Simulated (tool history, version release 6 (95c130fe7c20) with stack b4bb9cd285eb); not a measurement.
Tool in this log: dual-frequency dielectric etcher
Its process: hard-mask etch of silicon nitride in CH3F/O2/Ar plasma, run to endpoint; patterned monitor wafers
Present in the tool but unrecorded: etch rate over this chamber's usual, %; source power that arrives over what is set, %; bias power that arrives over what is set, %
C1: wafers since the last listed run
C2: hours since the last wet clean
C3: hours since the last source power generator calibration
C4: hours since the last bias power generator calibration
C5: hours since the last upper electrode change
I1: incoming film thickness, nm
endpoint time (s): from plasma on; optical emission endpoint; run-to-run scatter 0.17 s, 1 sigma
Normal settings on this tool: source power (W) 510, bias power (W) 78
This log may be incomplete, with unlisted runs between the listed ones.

Run 1, hour 0.0: usual settings; C1 0; C2 437.5; C3 4201.8; C4 4759.8; C5 5057.3; I1 40.37. Result: endpoint time (s) 56.7.
At hour 62.2: wet clean of the chamber.
Run 2, hour 66.1: usual settings; C1 370; C2 3.9; C3 4267.9; C4 4825.9; C5 5123.4; I1 40.58. Result: endpoint time (s) 58.3.
Run 3, hour 96.9: usual settings; C1 270; C2 34.7; C3 4298.7; C4 4856.7; C5 5154.2; I1 39.94. Result: endpoint time (s) 57.0.
Run 4, hour 131.4: usual settings; C1 303; C2 69.2; C3 4333.2; C4 4891.2; C5 5188.7; I1 40.50. Result: endpoint time (s) 58.0.
Run 5, hour 144.3: usual settings; C1 113; C2 82.1; C3 4346.1; C4 4904.1; C5 5201.6; I1 40.27. Result: endpoint time (s) 58.0.
Run 6, hour 174.9: usual settings; C1 269; C2 112.7; C3 4376.7; C4 4934.7; C5 5232.2; I1 40.14. Result: endpoint time (s) 57.4.
Run 7, hour 259.6: usual settings but bias power (W) 84; C1 744; C2 197.4; C3 4461.4; C4 5019.4; C5 5316.9; I1 40.26. Result: endpoint time (s) 55.9.
Run 8, hour 282.5: usual settings but bias power (W) 84; C1 201; C2 220.3; C3 4484.3; C4 5042.3; C5 5339.8; I1 40.78. Result: endpoint time (s) 56.4.
Run 9, hour 306.2: usual settings but bias power (W) 84; C1 208; C2 244.0; C3 4508.0; C4 5066.0; C5 5363.5; I1 40.84. Result: endpoint time (s) 56.7.
Run 10, hour 323.5: usual settings; C1 152; C2 261.3; C3 4525.3; C4 5083.3; C5 5380.8; I1 40.86. Result: endpoint time (s) 58.2.
Run 11, hour 337.7: usual settings but source power (W) 460; C1 124; C2 275.5; C3 4539.5; C4 5097.5; C5 5395.0; I1 40.55. Result: endpoint time (s) 60.2.
Run 12, hour 361.5: usual settings but source power (W) 460; C1 209; C2 299.3; C3 4563.3; C4 5121.3; C5 5418.8; I1 40.63. Result: endpoint time (s) 60.3.
Run 13, hour 373.7: usual settings but source power (W) 460; C1 107; C2 311.5; C3 4575.5; C4 5133.5; C5 5431.0; I1 40.16. Result: endpoint time (s) 59.1.
Run 14, hour 397.5: usual settings; C1 209; C2 335.3; C3 4599.3; C4 5157.3; C5 5454.8; I1 40.52. Result: endpoint time (s) 57.3.
Run 15, hour 409.8: usual settings; C1 108; C2 347.6; C3 4611.6; C4 5169.6; C5 5467.1; I1 40.14. Result: endpoint time (s) 56.9.
Run 16, hour 434.1: usual settings; C1 213; C2 371.9; C3 4635.9; C4 5193.9; C5 5491.4; I1 40.49. Result: endpoint time (s) 57.3.
At hour 460.3: wet clean of the chamber.
Run 17, hour 460.8: usual settings but source power (W) 610, bias power (W) 90; C1 23; C2 0.5; C3 4662.6; C4 5220.6; C5 5518.1; I1 40.22. Result: endpoint time (s) 50.7.
At hour 497.4: upper electrode replaced.
Run 18, hour 497.9: usual settings; C1 115; C2 37.6; C3 4699.7; C4 5257.7; C5 0.5; I1 40.66. Result: endpoint time (s) 58.1.
Run 19, hour 503.2: usual settings; C1 46; C2 42.9; C3 4705.0; C4 5263.0; C5 5.8; I1 40.08. Result: endpoint time (s) 57.4.
Run 20, hour 518.3: usual settings but source power (W) 450, bias power (W) 92; C1 132; C2 58.0; C3 4720.1; C4 5278.1; C5 20.9; I1 40.33. Result: endpoint time (s) 56.8.
Run 21, hour 538.1: usual settings but source power (W) 620, bias power (W) 98; C1 174; C2 77.8; C3 4739.9; C4 5297.9; C5 40.7; I1 40.57. Result: endpoint time (s) 49.0.
Run 22, hour 555.7: usual settings but source power (W) 450, bias power (W) 94; C1 154; C2 95.4; C3 4757.5; C4 5315.5; C5 58.3; I1 40.49. Result: endpoint time (s) 56.8.
At hour 575.2: source power generator calibrated.
Run 23, hour 635.9: usual settings but source power (W) 550; C1 669; C2 175.6; C3 60.7; C4 5395.7; C5 138.5; I1 39.99. Result: endpoint time (s) 55.1.
Run 24, hour 657.4: usual settings but source power (W) 460; C1 189; C2 197.1; C3 82.2; C4 5417.2; C5 160.0; I1 40.34. Result: endpoint time (s) 59.8.
At hour 668.9: bias power generator calibrated.
Run 25, hour 672.1: usual settings but source power (W) 610, bias power (W) 98; C1 94; C2 211.8; C3 96.9; C4 3.2; C5 174.7; I1 40.61. Result: endpoint time (s) 49.3.
Run 26, hour 685.8: usual settings but source power (W) 600; C1 120; C2 225.5; C3 110.6; C4 16.9; C5 188.4; I1 40.79. Result: endpoint time (s) 54.2.
Run 27, hour 721.4: usual settings but source power (W) 560, bias power (W) 91; C1 312; C2 261.1; C3 146.2; C4 52.5; C5 224.0; I1 40.13. Result: endpoint time (s) 51.4.
Run 28, hour 744.9: usual settings but source power (W) 550, bias power (W) 62; C1 206; C2 284.6; C3 169.7; C4 76.0; C5 247.5; I1 40.47. Result: endpoint time (s) 60.1.
Run 29, hour 771.7: usual settings; C1 235; C2 311.4; C3 196.5; C4 102.8; C5 274.3; I1 40.52. Result: endpoint time (s) 57.2.
Run 30, hour 790.6: usual settings but source power (W) 640, bias power (W) 65; C1 166; C2 330.3; C3 215.4; C4 121.7; C5 293.2; I1 40.72. Result: endpoint time (s) 55.9.
Run 31, hour 826.5: usual settings but source power (W) 630; C1 315; C2 366.2; C3 251.3; C4 157.6; C5 329.1; I1 40.92. Result: endpoint time (s) 53.2.
Run 32, hour 847.1: usual settings but source power (W) 570, bias power (W) 59; C1 181; C2 386.8; C3 271.9; C4 178.2; C5 349.7; I1 40.39. Result: endpoint time (s) 60.2.

Branching from run 32: 3 alternative next runs. What would each branch give?
Run A, hour 847.5: usual settings; C1 0; C2 387.2; C3 272.3; C4 178.6; C5 350.1; I1 40.63. Result: endpoint time (s) ?.
Run B, hour 847.5: usual settings but source power (W) 620, bias power (W) 60; C1 0; C2 387.2; C3 272.3; C4 178.6; C5 350.1; I1 40.63. Result: endpoint time (s) ?.
Run C, hour 847.5: usual settings but source power (W) 420; C1 0; C2 387.2; C3 272.3; C4 178.6; C5 350.1; I1 40.63. Result: endpoint time (s) ?.

run  endpoint time (s)
  A               57.3
  B               58.1
  C               62.0
Without the tool's hidden state the same runs would have given:
run  endpoint time (s)
  A               58.1
  B               59.0
  C               62.9

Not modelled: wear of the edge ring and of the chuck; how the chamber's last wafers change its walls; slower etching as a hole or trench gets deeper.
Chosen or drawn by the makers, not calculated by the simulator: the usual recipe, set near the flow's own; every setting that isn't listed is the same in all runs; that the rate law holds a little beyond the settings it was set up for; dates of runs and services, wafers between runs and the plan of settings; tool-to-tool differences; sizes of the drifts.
